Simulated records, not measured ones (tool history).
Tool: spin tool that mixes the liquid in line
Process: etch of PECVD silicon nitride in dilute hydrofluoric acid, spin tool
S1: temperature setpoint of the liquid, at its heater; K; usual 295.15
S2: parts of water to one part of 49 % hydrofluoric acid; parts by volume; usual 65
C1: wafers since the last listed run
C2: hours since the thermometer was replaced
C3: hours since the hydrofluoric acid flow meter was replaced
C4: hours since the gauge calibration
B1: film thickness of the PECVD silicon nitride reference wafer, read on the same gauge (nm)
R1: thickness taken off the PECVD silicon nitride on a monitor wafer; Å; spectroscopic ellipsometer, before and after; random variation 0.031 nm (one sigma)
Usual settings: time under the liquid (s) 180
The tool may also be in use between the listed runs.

run 1 day=0 | S1=292.65 S2=65 time_under_the_liquid_(s)=180 | C1=0 C2=2154.9 C3=1794 C4=85.1 | B1=70.004 | R1=41.94
run 2 day=0.479 | S1=295.15 S2=85 time_under_the_liquid_(s)=180 | C1=115 C2=2166.4 C3=1805.5 C4=96.6 | B1=69.994 | R1=38.04
run 3 day=0.896 | S1=295.15 S2=85 time_under_the_liquid_(s)=180 | C1=100 C2=2176.4 C3=1815.5 C4=106.6 | B1=69.979 | R1=38.29
run 4 day=1.279 | S1=295.15 S2=65 time_under_the_liquid_(s)=180 | C1=92 C2=2185.6 C3=1824.7 C4=115.8 | B1=70.011 | R1=49.82
run 5 day=1.746 | S1=295.15 S2=65 time_under_the_liquid_(s)=180 | C1=112 C2=2196.8 C3=1835.9 C4=127 | B1=69.983 | R1=49.77
run 6 day=2.129 | S1=295.15 S2=65 time_under_the_liquid_(s)=180 | C1=92 C2=2206 C3=1845.1 C4=136.2 | B1=70.006 | R1=49.54
run 7 day=2.667 | S1=295.15 S2=45 time_under_the_liquid_(s)=180 | C1=129 C2=2218.9 C3=1858 C4=149.1 | B1=70.004 | R1=70.95
-- day=3.25 hydrofluoric acid flow meter replaced
run 8 day=3.35 | S1=295.15 S2=45 time_under_the_liquid_(s)=180 | C1=154 C2=2235.3 C3=2.4 C4=165.5 | B1=70.005 | R1=63.57
run 9 day=3.917 | S1=295.15 S2=45 time_under_the_liquid_(s)=180 | C1=136 C2=2248.9 C3=16 C4=179.1 | B1=70.004 | R1=62.86
run 10 day=4.383 | S1=295.15 S2=65 time_under_the_liquid_(s)=180 | C1=112 C2=2260.1 C3=27.2 C4=190.3 | B1=69.984 | R1=44.52
run 11 day=4.738 | S1=295.15 S2=65 time_under_the_liquid_(s)=180 | C1=85 C2=2268.6 C3=35.7 C4=198.8 | B1=70.007 | R1=43.59
run 12 day=5.308 | S1=295.15 S2=65 time_under_the_liquid_(s)=180 | C1=137 C2=2282.3 C3=49.4 C4=212.5 | B1=70.016 | R1=43.73
run 13 day=5.646 | S1=293.15 S2=45 time_under_the_liquid_(s)=180 | C1=81 C2=2290.4 C3=57.5 C4=220.6 | B1=69.999 | R1=55.33
-- day=5.812 thermometer replaced
run 14 day=6.117 | S1=298.65 S2=65 time_under_the_liquid_(s)=145 | C1=103 C2=7.3 C3=68.8 C4=231.9 | B1=69.994 | R1=44.88
run 15 day=6.517 | S1=295.15 S2=45 time_under_the_liquid_(s)=180 | C1=96 C2=16.9 C3=78.4 C4=241.5 | B1=69.997 | R1=63.62
run 16 day=6.954 | S1=295.15 S2=85 time_under_the_liquid_(s)=180 | C1=105 C2=27.4 C3=88.9 C4=252 | B1=70.012 | R1=33.98
run 17 day=7.3 | S1=295.15 S2=65 time_under_the_liquid_(s)=180 | C1=83 C2=35.7 C3=97.2 C4=260.3 | B1=70.001 | R1=44.65
run 18 day=7.592 | S1=295.15 S2=65 time_under_the_liquid_(s)=70 | C1=70 C2=42.7 C3=104.2 C4=267.3 | B1=69.977 | R1=17.18
run 19 day=8.258 | S1=296.65 S2=55 time_under_the_liquid_(s)=260 | C1=160 C2=58.7 C3=120.2 C4=283.3 | B1=69.974 | R1=83.6
run 20 day=8.596 | S1=298.15 S2=75 time_under_the_liquid_(s)=180 | C1=81 C2=66.8 C3=128.3 C4=291.4 | B1=70.009 | R1=46.84
run 21 day=8.996 | S1=295.15 S2=65 time_under_the_liquid_(s)=180 | C1=96 C2=76.4 C3=137.9 C4=301 | B1=70.015 | R1=44.3
run 22 day=9.708 | S1=291.65 S2=85 time_under_the_liquid_(s)=180 | C1=171 C2=93.5 C3=155 C4=318.1 | B1=69.972 | R1=27.03
run 23 day=10.25 | S1=295.15 S2=85 time_under_the_liquid_(s)=180 | C1=130 C2=106.5 C3=168 C4=331.1 | B1=70.005 | R1=34.22
-- day=10.967 gauge calibrated
run 24 day=10.971 | S1=292.65 S2=50 time_under_the_liquid_(s)=110 | C1=173 C2=123.8 C3=185.3 C4=0.1 | B1=69.995 | R1=30.05
run 25 day=11.696 | S1=295.15 S2=65 time_under_the_liquid_(s)=180 | C1=174 C2=141.2 C3=202.7 C4=17.5 | B1=69.972 | R1=44.98
run 26 day=12.442 | S1=295.15 S2=65 time_under_the_liquid_(s)=180 | C1=179 C2=159.1 C3=220.6 C4=35.4 | B1=69.987 | R1=44.92
run 27 day=13.05 | S1=295.15 S2=40 time_under_the_liquid_(s)=180 | C1=146 C2=173.7 C3=235.2 C4=50 | B1=69.991 | R1=71.58
run 28 day=13.308 | S1=291.65 S2=35 time_under_the_liquid_(s)=180 | C1=62 C2=179.9 C3=241.4 C4=56.2 | B1=69.996 | R1=63.42
run 29 day=13.708 | S1=298.15 S2=55 time_under_the_liquid_(s)=80 | C1=96 C2=189.5 C3=251 C4=65.8 | B1=69.998 | R1=28.45
run 30 day=14.325 | S1=290.65 S2=75 time_under_the_liquid_(s)=110 | C1=148 C2=204.3 C3=265.8 C4=80.6 | B1=69.997 | R1=17.19
run 31 day=15 | S1=292.65 S2=50 time_under_the_liquid_(s)=225 | C1=162 C2=220.5 C3=282 C4=96.8 | B1=69.982 | R1=61.44
run 32 day=15.25 | S1=295.15 S2=75 time_under_the_liquid_(s)=180 | C1=60 C2=226.5 C3=288 C4=102.8 | B1=70.017 | R1=38.73

5 ways to go on from here, each from the tool as it stands after run 32. What would each give?
run A day=15.271 | S1=295.15 S2=65 time_under_the_liquid_(s)=180 | C1=5 C2=227 C3=288.5 C4=103.3 | B1=? | R1=?
run B day=15.271 | S1=290.65 S2=55 time_under_the_liquid_(s)=245 | C1=5 C2=227 C3=288.5 C4=103.3 | B1=? | R1=?
run C day=15.271 | S1=290.65 S2=90 time_under_the_liquid_(s)=180 | C1=5 C2=227 C3=288.5 C4=103.3 | B1=? | R1=?
run D day=15.271 | S1=290.15 S2=45 time_under_the_liquid_(s)=235 | C1=5 C2=227 C3=288.5 C4=103.3 | B1=? | R1=?
run E day=15.271 | S1=295.15 S2=80 time_under_the_liquid_(s)=180 | C1=5 C2=227 C3=288.5 C4=103.3 | B1=? | R1=?

run=A B1=69.988 R1=45.07
run=B B1=69.988 R1=52.83
run=C B1=69.988 R1=24.07
run=D B1=69.988 R1=59.39
run=E B1=69.988 R1=36.78
Without the tool's hidden state the same runs would have given:
run=A R1=44.27
run=B R1=51.91
run=C R1=23.65
run=D R1=58.36
run=E R1=36.12

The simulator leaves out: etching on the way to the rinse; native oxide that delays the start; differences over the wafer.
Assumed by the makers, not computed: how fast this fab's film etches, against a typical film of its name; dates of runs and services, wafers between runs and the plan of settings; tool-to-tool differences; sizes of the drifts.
